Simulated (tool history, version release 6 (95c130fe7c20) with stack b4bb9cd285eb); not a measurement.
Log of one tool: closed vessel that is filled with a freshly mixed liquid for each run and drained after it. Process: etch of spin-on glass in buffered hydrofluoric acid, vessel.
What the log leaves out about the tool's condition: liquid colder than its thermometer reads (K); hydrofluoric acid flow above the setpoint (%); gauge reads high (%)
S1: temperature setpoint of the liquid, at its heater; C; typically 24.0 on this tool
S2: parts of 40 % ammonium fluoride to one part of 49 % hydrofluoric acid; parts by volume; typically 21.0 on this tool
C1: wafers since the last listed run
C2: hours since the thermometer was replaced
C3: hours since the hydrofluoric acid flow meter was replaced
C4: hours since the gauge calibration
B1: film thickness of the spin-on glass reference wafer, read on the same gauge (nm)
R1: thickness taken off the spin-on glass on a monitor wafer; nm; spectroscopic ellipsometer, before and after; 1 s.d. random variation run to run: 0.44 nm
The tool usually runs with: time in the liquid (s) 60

{"run": 1, "hour": 0.0, "S1": 24.0, "S2": 14.5, "time in the liquid (s)": 60, "C1": 0, "C2": 1633.9, "C3": 3.7, "C4": 818.0, "B1": 150.02, "R1": 131.93}
{"run": 2, "hour": 65.4, "S1": 24.0, "S2": 14.5, "time in the liquid (s)": 60, "C1": 6094, "C2": 1699.3, "C3": 69.1, "C4": 883.4, "B1": 150.03, "R1": 131.94}
{"run": 3, "hour": 137.6, "S1": 24.0, "S2": 21.0, "time in the liquid (s)": 60, "C1": 6728, "C2": 1771.5, "C3": 141.3, "C4": 955.6, "B1": 149.98, "R1": 93.63}
{"run": 4, "hour": 210.3, "S1": 24.0, "S2": 21.0, "time in the liquid (s)": 60, "C1": 6774, "C2": 1844.2, "C3": 214.0, "C4": 1028.3, "B1": 150.01, "R1": 93.32}
{"hour": 278.1, "done": "gauge calibrated"}
{"run": 5, "hour": 366.5, "S1": 24.0, "S2": 21.0, "time in the liquid (s)": 60, "C1": 14556, "C2": 2000.4, "C3": 370.2, "C4": 88.4, "B1": 150.0, "R1": 94.08}
{"run": 6, "hour": 425.3, "S1": 24.0, "S2": 21.0, "time in the liquid (s)": 60, "C1": 5479, "C2": 2059.2, "C3": 429.0, "C4": 147.2, "B1": 149.96, "R1": 94.15}
{"run": 7, "hour": 501.7, "S1": 24.0, "S2": 21.0, "time in the liquid (s)": 60, "C1": 7119, "C2": 2135.6, "C3": 505.4, "C4": 223.6, "B1": 150.05, "R1": 94.88}
{"run": 8, "hour": 544.0, "S1": 24.0, "S2": 21.0, "time in the liquid (s)": 60, "C1": 3941, "C2": 2177.9, "C3": 547.7, "C4": 265.9, "B1": 150.01, "R1": 94.9}
{"run": 9, "hour": 611.6, "S1": 24.0, "S2": 21.0, "time in the liquid (s)": 35, "C1": 6299, "C2": 2245.5, "C3": 615.3, "C4": 333.5, "B1": 149.99, "R1": 55.18}
{"run": 10, "hour": 669.9, "S1": 24.0, "S2": 21.0, "time in the liquid (s)": 60, "C1": 5433, "C2": 2303.8, "C3": 673.6, "C4": 391.8, "B1": 150.02, "R1": 95.21}
{"run": 11, "hour": 724.3, "S1": 24.0, "S2": 21.0, "time in the liquid (s)": 60, "C1": 5069, "C2": 2358.2, "C3": 728.0, "C4": 446.2, "B1": 149.98, "R1": 96.08}
{"run": 12, "hour": 820.8, "S1": 24.0, "S2": 21.0, "time in the liquid (s)": 60, "C1": 8992, "C2": 2454.7, "C3": 824.5, "C4": 542.7, "B1": 150.01, "R1": 96.57}
{"run": 13, "hour": 900.3, "S1": 24.0, "S2": 21.0, "time in the liquid (s)": 60, "C1": 7408, "C2": 2534.2, "C3": 904.0, "C4": 622.2, "B1": 150.0, "R1": 96.55}
{"hour": 906.5, "done": "hydrofluoric acid flow meter replaced"}
{"run": 14, "hour": 959.3, "S1": 24.0, "S2": 21.0, "time in the liquid (s)": 80, "C1": 5405, "C2": 2593.2, "C3": 52.8, "C4": 681.2, "B1": 149.99, "R1": 136.77}
{"run": 15, "hour": 1038.6, "S1": 24.0, "S2": 21.0, "time in the liquid (s)": 60, "C1": 7390, "C2": 2672.5, "C3": 132.1, "C4": 760.5, "B1": 150.01, "R1": 102.69}
{"run": 16, "hour": 1078.4, "S1": 25.5, "S2": 21.0, "time in the liquid (s)": 70, "C1": 3709, "C2": 2712.3, "C3": 171.9, "C4": 800.3, "B1": 150.0, "R1": 131.26}
{"run": 17, "hour": 1144.9, "S1": 24.0, "S2": 21.0, "time in the liquid (s)": 60, "C1": 6197, "C2": 2778.8, "C3": 238.4, "C4": 866.8, "B1": 149.98, "R1": 103.9}
{"run": 18, "hour": 1220.9, "S1": 24.0, "S2": 21.0, "time in the liquid (s)": 70, "C1": 7082, "C2": 2854.8, "C3": 314.4, "C4": 942.8, "B1": 150.02, "R1": 122.2}
{"run": 19, "hour": 1295.6, "S1": 20.0, "S2": 21.0, "time in the liquid (s)": 90, "C1": 6961, "C2": 2929.5, "C3": 389.1, "C4": 1017.5, "B1": 149.97, "R1": 125.35}
{"hour": 1312.3, "done": "thermometer replaced"}
{"run": 20, "hour": 1363.2, "S1": 24.0, "S2": 21.0, "time in the liquid (s)": 60, "C1": 6206, "C2": 50.9, "C3": 456.7, "C4": 1085.1, "B1": 149.95, "R1": 105.02}
{"run": 21, "hour": 1424.9, "S1": 21.0, "S2": 26.0, "time in the liquid (s)": 70, "C1": 5749, "C2": 112.6, "C3": 518.4, "C4": 1146.8, "B1": 150.0, "R1": 87.33}
{"hour": 1426.6, "done": "hydrofluoric acid flow meter replaced, repeated, since the last time left the tool worse"}
{"run": 22, "hour": 1479.3, "S1": 24.0, "S2": 21.0, "time in the liquid (s)": 60, "C1": 4976, "C2": 167.0, "C3": 52.7, "C4": 1201.2, "B1": 150.05, "R1": 92.9}
{"hour": 1572.1, "done": "gauge calibrated"}
{"run": 23, "hour": 1578.3, "S1": 24.0, "S2": 21.0, "time in the liquid (s)": 45, "C1": 9225, "C2": 266.0, "C3": 151.7, "C4": 6.2, "B1": 150.04, "R1": 70.5}
{"run": 24, "hour": 1674.0, "S1": 24.0, "S2": 18.5, "time in the liquid (s)": 30, "C1": 8918, "C2": 361.7, "C3": 247.4, "C4": 101.9, "B1": 149.97, "R1": 52.9}
{"run": 25, "hour": 1718.3, "S1": 28.0, "S2": 16.5, "time in the liquid (s)": 60, "C1": 4128, "C2": 406.0, "C3": 291.7, "C4": 146.2, "B1": 150.02, "R1": 148.49}
{"run": 26, "hour": 1756.9, "S1": 24.0, "S2": 21.0, "time in the liquid (s)": 60, "C1": 3597, "C2": 444.6, "C3": 330.3, "C4": 184.8, "B1": 150.02, "R1": 94.29}
{"run": 27, "hour": 1839.8, "S1": 19.0, "S2": 21.0, "time in the liquid (s)": 40, "C1": 7725, "C2": 527.5, "C3": 413.2, "C4": 267.7, "B1": 150.0, "R1": 47.89}
{"run": 28, "hour": 2081.1, "S1": 24.0, "S2": 21.0, "time in the liquid (s)": 60, "C1": 22486, "C2": 768.8, "C3": 654.5, "C4": 509.0, "B1": 150.0, "R1": 96.35}
{"run": 29, "hour": 2129.7, "S1": 22.0, "S2": 16.5, "time in the liquid (s)": 60, "C1": 4529, "C2": 817.4, "C3": 703.1, "C4": 557.6, "B1": 150.01, "R1": 109.86}
{"hour": 2140.0, "done": "hydrofluoric acid flow meter replaced"}
{"run": 30, "hour": 2182.6, "S1": 27.5, "S2": 25.0, "time in the liquid (s)": 60, "C1": 4836, "C2": 870.3, "C3": 42.6, "C4": 610.5, "B1": 150.04, "R1": 99.47}
{"run": 31, "hour": 2272.4, "S1": 22.0, "S2": 21.0, "time in the liquid (s)": 60, "C1": 8368, "C2": 960.1, "C3": 132.4, "C4": 700.3, "B1": 149.98, "R1": 83.52}

Hidden state, per run?
liquid colder than its thermometer reads (K): 0 on each run
gauge reads high (%): 0 on each run
H1: hydrofluoric acid flow above the setpoint (%)
run=1 H1=0.111
run=2 H1=0.578
run=3 H1=1.09
run=4 H1=1.61
run=5 H1=2.73
run=6 H1=3.15
run=7 H1=3.69
run=8 H1=3.99
run=9 H1=4.48
run=10 H1=4.89
run=11 H1=5.28
run=12 H1=5.97
run=13 H1=6.54
run=14 H1=12.3
run=15 H1=12.9
run=16 H1=13.2
run=17 H1=13.6
run=18 H1=14.2
run=19 H1=14.7
run=20 H1=15.2
run=21 H1=15.6
run=22 H1=1.13
run=23 H1=1.83
run=24 H1=2.52
run=25 H1=2.83
run=26 H1=3.11
run=27 H1=3.7
run=28 H1=5.42
run=29 H1=5.77
run=30 H1=0.402
run=31 H1=1.04
